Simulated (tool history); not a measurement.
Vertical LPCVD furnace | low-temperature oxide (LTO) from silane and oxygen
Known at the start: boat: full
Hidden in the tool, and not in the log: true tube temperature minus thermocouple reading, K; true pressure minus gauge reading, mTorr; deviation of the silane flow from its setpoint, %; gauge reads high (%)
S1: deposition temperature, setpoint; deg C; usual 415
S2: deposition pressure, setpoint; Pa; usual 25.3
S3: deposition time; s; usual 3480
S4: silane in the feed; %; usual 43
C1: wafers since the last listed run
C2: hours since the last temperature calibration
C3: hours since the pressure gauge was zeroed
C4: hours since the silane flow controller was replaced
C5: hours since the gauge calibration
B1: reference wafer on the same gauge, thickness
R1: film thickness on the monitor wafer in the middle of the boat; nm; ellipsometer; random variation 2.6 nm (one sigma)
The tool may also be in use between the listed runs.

run,hour,S1,S2,S3,S4,C1,C2,C3,C4,C5,B1,R1
1,0.0,415,25.3,3480,43,0,1700.0,4535.0,3169.6,152.5,609.13,649.95
2,35.0,415,25.3,3480,43,298,1735.0,4570.0,3204.6,187.5,610.28,647.02
3,78.8,415,25.3,3480,43,373,1778.8,4613.8,3248.4,231.3,609.85,651.75
4,105.3,415,25.3,3480,40,226,1805.3,4640.3,3274.9,257.8,609.74,602.31
5,161.4,415,25.3,3480,40,478,1861.4,4696.4,3331.0,313.9,610.14,602.46
6,220.4,415,25.3,3480,40,503,1920.4,4755.4,3390.0,372.9,609.69,600.65
7,291.1,415,25.3,3480,43,603,1991.1,4826.1,3460.7,443.6,609.79,644.70
8,343.2,415,25.3,3480,43,444,2043.2,4878.2,3512.8,495.7,610.45,649.12
9,373.9,415,25.3,3480,43,262,2073.9,4908.9,3543.5,526.4,610.11,653.67
10,427.7,415,25.3,3480,43,459,2127.7,4962.7,3597.3,580.2,610.24,654.18
11,469.4,415,25.3,3480,43,355,2169.4,5004.4,3639.0,621.9,609.27,650.57
# hour 513.5: pressure gauge zeroed
12,528.3,415,25.3,3480,43,297,2228.3,14.8,3697.9,680.8,609.66,653.35
13,564.5,415,25.3,3480,43,308,2264.5,51.0,3734.1,717.0,610.42,655.19
14,588.6,415,30.0,2340,43,205,2288.6,75.1,3758.2,741.1,610.27,515.12
# hour 610.2: gauge calibrated
15,648.6,415,25.3,3480,43,512,2348.6,135.1,3818.2,38.4,610.40,651.50
# hour 704.1: thermocouples replaced and temperature profile calibrated
16,704.6,415,25.3,3480,43,273,0.5,191.1,3874.2,94.4,610.39,626.04
# hour 742.5: silane flow controller replaced
17,743.0,415,25.3,3480,43,122,38.9,229.5,0.5,132.8,610.37,626.45
18,780.8,411,25.3,3480,43,322,76.7,267.3,38.3,170.6,609.98,607.13
19,827.7,415,25.3,3480,43,400,123.6,314.2,85.2,217.5,610.20,630.18
20,889.3,425,25.3,2340,36,525,185.2,375.8,146.8,279.1,609.74,383.70
21,936.6,408,25.3,3480,43,403,232.5,423.1,194.1,326.4,609.33,587.41
22,969.7,415,22.7,4800,37,282,265.6,456.2,227.2,359.5,610.59,662.63
23,999.6,415,25.3,3480,43,255,295.5,486.1,257.1,389.4,609.73,631.36
24,1053.0,409,25.3,3480,43,455,348.9,539.5,310.5,442.8,610.43,598.12
25,1083.6,422,25.3,3480,48,261,379.5,570.1,341.1,473.4,609.80,758.11
26,1108.9,415,21.3,3480,43,215,404.8,595.4,366.4,498.7,609.93,536.45

Forecast each of these 3 alternatives for the next run:
A,1114.4,421,25.3,3480,43,46,410.3,600.9,371.9,504.2,?,?
B,1114.4,424,29.3,3000,50,46,410.3,600.9,371.9,504.2,?,?
C,1114.4,427,25.3,3480,43,46,410.3,600.9,371.9,504.2,?,?

run,B1,R1
A,609.59,677.30
B,609.59,793.95
C,609.59,718.05
Without the tool's hidden state the same runs would have given:
run,R1
A,665.18
B,780.68
C,705.50
